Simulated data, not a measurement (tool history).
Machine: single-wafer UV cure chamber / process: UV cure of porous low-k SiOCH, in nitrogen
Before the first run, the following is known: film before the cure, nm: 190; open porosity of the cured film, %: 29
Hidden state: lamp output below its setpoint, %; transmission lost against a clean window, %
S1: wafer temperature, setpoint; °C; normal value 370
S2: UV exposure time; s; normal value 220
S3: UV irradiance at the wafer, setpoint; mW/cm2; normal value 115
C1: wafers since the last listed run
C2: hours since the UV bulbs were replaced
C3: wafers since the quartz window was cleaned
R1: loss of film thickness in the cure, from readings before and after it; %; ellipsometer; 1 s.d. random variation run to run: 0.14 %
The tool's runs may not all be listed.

run,day,S1,S2,S3,C1,C2,C3,R1
1,0,370,220,134,0,52.2,541,14.219
2,4.171,370,220,134,929,152.3,1471,14.16
3,5.721,370,220,134,345,189.5,1816,14.339
4,9.325,357,220,115,802,276,2619,13.288
5,12.492,370,220,115,705,352,3325,13.411
6,15.158,370,220,115,594,416,3919,13.659
7,18.408,370,220,115,724,494,4643,13.22
8,22.775,370,220,115,972,598.8,5616,13.682
# day 24.554: quartz window cleaned
9,25.446,370,220,115,520,662.9,198,13.423
10,27.471,370,220,115,451,711.5,649,13.19
11,30.1,370,220,115,585,774.6,1235,13.236
12,31.879,370,170,115,396,817.3,1632,11.817
13,36.254,370,170,115,974,922.3,2606,12.102
14,40.596,370,220,115,967,1026.5,3574,13.121
15,44.104,370,220,115,781,1110.7,4355,13.352
16,47.192,379,220,125,687,1184.8,5043,13.918
17,51.312,379,220,125,918,1283.7,5961,14.112
18,53.583,370,115,115,505,1338.2,6467,10.065
# day 55.342: quartz window cleaned
19,55.954,362,220,115,453,1395.1,136,13.16
20,59.662,370,220,115,826,1484.1,963,12.836
21,63.233,370,220,132,795,1569.8,1758,13.648
22,66.025,370,130,97,621,1636.8,2380,9.868
23,70.308,370,220,115,954,1739.6,3334,13.087
24,73.633,370,155,87,740,1819.4,4075,10.241
25,75.379,370,220,115,388,1861.3,4464,13.4
26,79.042,370,145,76,815,1949.2,5280,9.188

Run 27 has not been measured yet. What should we expect?
# day 79.883: quartz window cleaned
27,83.033,354,165,115,815,2045,702,?

Run 27 measured R1 11.617 %.
With the hidden condition absent and the run-to-run variation left alone, this run would have shown R1 12.195 %.

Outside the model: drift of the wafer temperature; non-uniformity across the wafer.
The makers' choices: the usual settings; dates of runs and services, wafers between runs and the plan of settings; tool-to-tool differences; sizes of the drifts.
